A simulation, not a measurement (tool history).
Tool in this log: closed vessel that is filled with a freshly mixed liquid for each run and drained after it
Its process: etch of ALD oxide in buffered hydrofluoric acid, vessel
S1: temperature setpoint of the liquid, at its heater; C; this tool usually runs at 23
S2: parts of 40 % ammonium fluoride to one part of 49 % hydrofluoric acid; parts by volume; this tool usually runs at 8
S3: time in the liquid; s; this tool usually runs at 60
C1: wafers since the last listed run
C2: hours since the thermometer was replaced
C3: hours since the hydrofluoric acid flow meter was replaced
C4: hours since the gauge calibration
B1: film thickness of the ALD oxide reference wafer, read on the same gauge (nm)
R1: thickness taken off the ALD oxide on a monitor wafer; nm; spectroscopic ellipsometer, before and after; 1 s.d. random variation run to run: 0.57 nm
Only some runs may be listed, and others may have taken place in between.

run 1 day=0 | S1=23 S2=8 S3=60 | C1=0 C2=2356 C3=1852.4 C4=9.3 | B1=50 | R1=115.84
run 2 day=0.712 | S1=23 S2=8 S3=60 | C1=1883 C2=2373.1 C3=1869.5 C4=26.4 | B1=50 | R1=115.34
run 3 day=1.017 | S1=23 S2=8 S3=60 | C1=803 C2=2380.4 C3=1876.8 C4=33.7 | B1=49.96 | R1=115.38
run 4 day=1.638 | S1=23 S2=8 S3=60 | C1=1640 C2=2395.3 C3=1891.7 C4=48.6 | B1=49.99 | R1=114.33
run 5 day=2.129 | S1=23 S2=8 S3=60 | C1=1299 C2=2407.1 C3=1903.5 C4=60.4 | B1=49.98 | R1=115
run 6 day=2.496 | S1=23 S2=8 S3=60 | C1=969 C2=2415.9 C3=1912.3 C4=69.2 | B1=50.01 | R1=115.95
run 7 day=2.779 | S1=23 S2=8 S3=60 | C1=748 C2=2422.7 C3=1919.1 C4=76 | B1=49.98 | R1=115.96
run 8 day=3.2 | S1=23 S2=8 S3=60 | C1=1112 C2=2432.8 C3=1929.2 C4=86.1 | B1=49.98 | R1=115.68
run 9 day=3.808 | S1=23 S2=8 S3=60 | C1=1607 C2=2447.4 C3=1943.8 C4=100.7 | B1=49.99 | R1=114.82
run 10 day=4.475 | S1=23 S2=8 S3=60 | C1=1761 C2=2463.4 C3=1959.8 C4=116.7 | B1=49.98 | R1=114.6
run 11 day=4.867 | S1=23 S2=8 S3=70 | C1=1035 C2=2472.8 C3=1969.2 C4=126.1 | B1=50.01 | R1=134.55
run 12 day=5.529 | S1=23 S2=8 S3=70 | C1=1750 C2=2488.7 C3=1985.1 C4=142 | B1=49.98 | R1=134.52
run 13 day=6.096 | S1=23 S2=7 S3=60 | C1=1497 C2=2502.3 C3=1998.7 C4=155.6 | B1=49.99 | R1=131.98
-- day=6.433 hydrofluoric acid flow meter replaced
run 14 day=6.825 | S1=23 S2=8 S3=85 | C1=1816 C2=2519.8 C3=9.4 C4=173.1 | B1=50 | R1=183.74
run 15 day=7.312 | S1=23 S2=8 S3=85 | C1=1288 C2=2531.5 C3=21.1 C4=184.8 | B1=50 | R1=184.99

For run 16, what comes out?
run 16 day=7.758 | S1=23 S2=8 S3=60 | C1=1178 C2=2542.2 C3=31.8 C4=195.5 | B1=? | R1=?

{"run 16": {"B1": 50, "R1": 129.17}}
Were there no unlogged condition in the tool, this run, its random variation unchanged, would have produced R1 131.37 nm.

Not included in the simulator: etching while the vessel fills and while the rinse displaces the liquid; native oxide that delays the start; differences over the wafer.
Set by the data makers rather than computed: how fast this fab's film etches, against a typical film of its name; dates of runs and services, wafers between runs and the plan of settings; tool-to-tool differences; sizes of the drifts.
